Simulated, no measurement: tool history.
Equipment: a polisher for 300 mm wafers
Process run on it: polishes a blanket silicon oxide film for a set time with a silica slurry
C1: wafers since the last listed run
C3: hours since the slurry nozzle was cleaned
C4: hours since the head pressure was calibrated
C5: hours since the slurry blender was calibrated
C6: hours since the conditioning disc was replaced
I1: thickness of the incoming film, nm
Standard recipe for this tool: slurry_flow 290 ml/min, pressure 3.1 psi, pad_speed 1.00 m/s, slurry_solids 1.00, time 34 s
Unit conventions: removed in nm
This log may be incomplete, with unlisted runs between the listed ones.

Run 1, day 0.000: usual settings; C1 0; wafers polished on this pad 899; C3 386.4; C4 485.1; C5 129.0; C6 119.1; I1 1498.7. Result: removed 94.9 nm.
Run 2, day 0.612: usual settings but slurry_flow 215 ml/min; C1 185; wafers polished on this pad 1084; C3 401.1; C4 499.8; C5 143.7; C6 133.8; I1 1505.7. Result: removed 92.7 nm.
At day 0.850: worn pad replaced by a new one.
Run 3, day 1.154: usual settings but slurry_flow 215 ml/min; C1 113; wafers polished on this pad 92; C3 414.1; C4 512.8; C5 156.7; C6 146.8; I1 1500.5. Result: removed 91.3 nm.
Run 4, day 1.862: usual settings but slurry_solids 1.20; C1 214; wafers polished on this pad 306; C3 431.1; C4 529.8; C5 173.7; C6 163.8; I1 1496.9. Result: removed 104.7 nm.
Run 5, day 2.146: usual settings but slurry_solids 1.20; C1 85; wafers polished on this pad 392; C3 437.9; C4 536.6; C5 180.5; C6 170.6; I1 1500.3. Result: removed 105.0 nm.
Run 6, day 2.675: usual settings but slurry_solids 1.20; C1 160; wafers polished on this pad 552; C3 450.6; C4 549.3; C5 193.2; C6 183.3; I1 1506.8. Result: removed 106.0 nm.
At day 4.204: worn pad replaced by a new one.
Run 7, day 4.358: usual settings but slurry_flow 365 ml/min; C1 458; wafers polished on this pad 46; C3 491.0; C4 589.7; C5 233.6; C6 223.7; I1 1484.0. Result: removed 98.7 nm.
Run 8, day 5.000: usual settings but slurry_flow 365 ml/min; C1 194; wafers polished on this pad 240; C3 506.4; C4 605.1; C5 249.0; C6 239.1; I1 1502.5. Result: removed 99.9 nm.
Run 9, day 5.558: usual settings; C1 168; wafers polished on this pad 409; C3 519.8; C4 618.5; C5 262.4; C6 252.5; I1 1502.7. Result: removed 96.8 nm.
Run 10, day 5.871: usual settings but pressure 2.6 psi; C1 94; wafers polished on this pad 504; C3 527.3; C4 626.0; C5 269.9; C6 260.0; I1 1484.8. Result: removed 85.7 nm.
Run 11, day 6.196: usual settings but pressure 2.6 psi; C1 98; wafers polished on this pad 602; C3 535.1; C4 633.8; C5 277.7; C6 267.8; I1 1518.1. Result: removed 84.8 nm.
Run 12, day 6.750: usual settings but pressure 2.6 psi; C1 167; wafers polished on this pad 770; C3 548.4; C4 647.1; C5 291.0; C6 281.1; I1 1510.1. Result: removed 85.7 nm.
At day 6.883: slurry nozzle cleaned.
Run 13, day 7.112: usual settings; C1 97; wafers polished on this pad 867; C3 5.5; C4 655.8; C5 299.7; C6 289.8; I1 1483.4. Result: removed 98.2 nm.
At day 7.446: worn pad replaced by a new one.
Run 14, day 7.554: usual settings but slurry_flow 195 ml/min, pressure 2.8 psi, pad_speed 1.34 m/s; C1 83; wafers polished on this pad 33; C3 16.1; C4 666.4; C5 310.3; C6 300.4; I1 1515.2. Result: removed 108.4 nm.
At day 7.892: conditioning disc replaced and pad reconditioned.
Run 15, day 8.212: usual settings but slurry_flow 380 ml/min, pressure 2.6 psi, time 26 s; C1 173; wafers polished on this pad 207; C3 31.9; C4 682.2; C5 326.1; C6 7.7; I1 1503.3. Result: removed 67.6 nm.
Run 16, day 8.679: usual settings but pressure 2.4 psi; C1 141; wafers polished on this pad 348; C3 43.1; C4 693.4; C5 337.3; C6 18.9; I1 1500.8. Result: removed 79.6 nm.
Run 17, day 8.967: usual settings; C1 86; wafers polished on this pad 435; C3 50.0; C4 700.3; C5 344.2; C6 25.8; I1 1486.0. Result: removed 99.6 nm.
At day 9.067: slurry blender recalibrated.
Run 18, day 9.362: usual settings but slurry_solids 1.20; C1 94; wafers polished on this pad 529; C3 59.5; C4 709.8; C5 7.1; C6 35.3; I1 1505.1. Result: removed 107.5 nm.
At day 10.446: head pressure recalibrated.
At day 10.896: worn pad replaced by a new one.
Run 19, day 11.117: usual settings but pressure 2.2 psi; C1 454; wafers polished on this pad 66; C3 101.6; C4 16.1; C5 49.2; C6 77.4; I1 1494.1. Result: removed 72.1 nm.
Run 20, day 11.725: usual settings but slurry_flow 235 ml/min, pressure 2.4 psi, pad_speed 1.18 m/s; C1 184; wafers polished on this pad 250; C3 116.2; C4 30.7; C5 63.8; C6 92.0; I1 1478.4. Result: removed 83.9 nm.
Run 21, day 12.096: usual settings but slurry_flow 320 ml/min, pressure 2.6 psi, slurry_solids 1.20; C1 112; wafers polished on this pad 362; C3 125.1; C4 39.6; C5 72.7; C6 100.9; I1 1497.5. Result: removed 88.3 nm.
Run 22, day 12.817: usual settings but slurry_solids 1.15, time 29 s; C1 218; wafers polished on this pad 581; C3 142.4; C4 56.9; C5 90.0; C6 118.2; I1 1482.3. Result: removed 83.9 nm.
Run 23, day 13.458: usual settings but slurry_solids 0.75, time 44 s; C1 194; wafers polished on this pad 775; C3 157.8; C4 72.3; C5 105.4; C6 133.6; I1 1495.4. Result: removed 102.8 nm.
Run 24, day 14.058: usual settings but pressure 3.4 psi; C1 181; wafers polished on this pad 956; C3 172.2; C4 86.7; C5 119.8; C6 148.0; I1 1480.3. Result: removed 100.7 nm.
At day 14.396: worn pad replaced by a new one.
Run 25, day 14.721: usual settings but slurry_flow 195 ml/min, pressure 3.6 psi, pad_speed 1.16 m/s; C1 149; wafers polished on this pad 98; C3 188.1; C4 102.6; C5 135.7; C6 163.9; I1 1474.6. Result: removed 111.7 nm.
Run 26, day 15.121: usual settings; C1 120; wafers polished on this pad 219; C3 197.7; C4 112.2; C5 145.3; C6 173.5; I1 1485.0. Result: removed 92.4 nm.

Below, some changes in removed between adjacent runs. For each, the amount present without the hidden state too (settings, incoming material, random variation) and the amount remaining for the hidden state with gauge scatter not shared by both compared results:
The tool's hidden condition here consists of: removal rate lost through wear of the pad, %; slurry flow missing at the pad, %; deviation of the head's pressure from its setpoint, %; abrasive missing from the slurry, %; time polished since the conditioner stopped cutting, s.
Run 14 -> 15: slurry_flow 195 -> 380, pressure 2.8 -> 2.6, pad_speed 1.34 -> 1.00, time 34 -> 26, conditioning disc replaced and pad reconditioned. removed -40.8 nm: hidden state -2.5, all else -38.3.
Run 18 -> 19: pressure 3.1 -> 2.2, slurry_solids 1.20 -> 1.00, head pressure recalibrated, worn pad replaced by a new one. removed -35.4 nm: hidden state -7.4, all else -28.0.

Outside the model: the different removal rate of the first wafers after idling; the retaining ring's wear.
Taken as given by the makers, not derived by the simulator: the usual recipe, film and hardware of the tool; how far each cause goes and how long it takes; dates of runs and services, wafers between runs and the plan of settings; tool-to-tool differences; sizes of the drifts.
